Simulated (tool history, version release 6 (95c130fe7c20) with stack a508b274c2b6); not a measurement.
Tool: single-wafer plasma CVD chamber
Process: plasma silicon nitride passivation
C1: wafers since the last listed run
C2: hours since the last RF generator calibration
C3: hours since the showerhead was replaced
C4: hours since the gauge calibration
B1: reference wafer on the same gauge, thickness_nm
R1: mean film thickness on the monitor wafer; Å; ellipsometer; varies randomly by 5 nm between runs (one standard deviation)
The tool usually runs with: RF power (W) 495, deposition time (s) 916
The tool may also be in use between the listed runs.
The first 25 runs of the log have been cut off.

{"run": 26, "hour": 1267.3, "RF power (W)": 495, "deposition time (s)": 916, "C1": 55, "C2": 1721, "C3": 579.5, "C4": 119.3, "B1": 1060.093, "R1": 12506.21}
{"hour": 1281.0, "done": "RF generator calibrated"}
{"run": 27, "hour": 1324.0, "RF power (W)": 495, "deposition time (s)": 862, "C1": 81, "C2": 43, "C3": 636.2, "C4": 176, "B1": 1059.546, "R1": 11953.92}
{"run": 28, "hour": 1372.4, "RF power (W)": 435, "deposition time (s)": 1074, "C1": 80, "C2": 91.4, "C3": 684.6, "C4": 224.4, "B1": 1059.582, "R1": 14569.66}
{"run": 29, "hour": 1414.2, "RF power (W)": 495, "deposition time (s)": 916, "C1": 69, "C2": 133.2, "C3": 726.4, "C4": 266.2, "B1": 1062.251, "R1": 12838.03}
{"run": 30, "hour": 1480.8, "RF power (W)": 570, "deposition time (s)": 849, "C1": 110, "C2": 199.8, "C3": 793, "C4": 332.8, "B1": 1061.521, "R1": 12311.82}
{"run": 31, "hour": 1507.0, "RF power (W)": 495, "deposition time (s)": 916, "C1": 43, "C2": 226, "C3": 819.2, "C4": 359, "B1": 1060.364, "R1": 12726.78}
{"run": 32, "hour": 1541.2, "RF power (W)": 450, "deposition time (s)": 916, "C1": 56, "C2": 260.2, "C3": 853.4, "C4": 393.2, "B1": 1059.979, "R1": 12452.61}
{"run": 33, "hour": 1585.3, "RF power (W)": 495, "deposition time (s)": 916, "C1": 73, "C2": 304.3, "C3": 897.5, "C4": 437.3, "B1": 1062.263, "R1": 12839.67}
{"run": 34, "hour": 1627.6, "RF power (W)": 540, "deposition time (s)": 916, "C1": 70, "C2": 346.6, "C3": 939.8, "C4": 479.6, "B1": 1060.142, "R1": 13059.53}
{"run": 35, "hour": 1660.0, "RF power (W)": 435, "deposition time (s)": 842, "C1": 53, "C2": 379, "C3": 972.2, "C4": 512, "B1": 1059.687, "R1": 11431.66}

4 options for the next run, each taken on its own from the tool as it stands now. Forecast them:
{"run": "A", "hour": 1660.7, "RF power (W)": 495, "deposition time (s)": 992, "C1": 1, "C2": 379.7, "C3": 972.9, "C4": 512.7, "B1": "?", "R1": "?"}
{"run": "B", "hour": 1660.7, "RF power (W)": 535, "deposition time (s)": 916, "C1": 1, "C2": 379.7, "C3": 972.9, "C4": 512.7, "B1": "?", "R1": "?"}
{"run": "C", "hour": 1660.7, "RF power (W)": 465, "deposition time (s)": 977, "C1": 1, "C2": 379.7, "C3": 972.9, "C4": 512.7, "B1": "?", "R1": "?"}
{"run": "D", "hour": 1660.7, "RF power (W)": 440, "deposition time (s)": 810, "C1": 1, "C2": 379.7, "C3": 972.9, "C4": 512.7, "B1": "?", "R1": "?"}

run=A B1=1060.48 R1=13896.12
run=B B1=1060.48 R1=13086.36
run=C B1=1060.48 R1=13473.53
run=D B1=1060.48 R1=11018.57
With no hidden state in the tool, these same runs would have given:
run=A R1=13922.81
run=B R1=13111.5
run=C R1=13499.41
run=D R1=11039.74

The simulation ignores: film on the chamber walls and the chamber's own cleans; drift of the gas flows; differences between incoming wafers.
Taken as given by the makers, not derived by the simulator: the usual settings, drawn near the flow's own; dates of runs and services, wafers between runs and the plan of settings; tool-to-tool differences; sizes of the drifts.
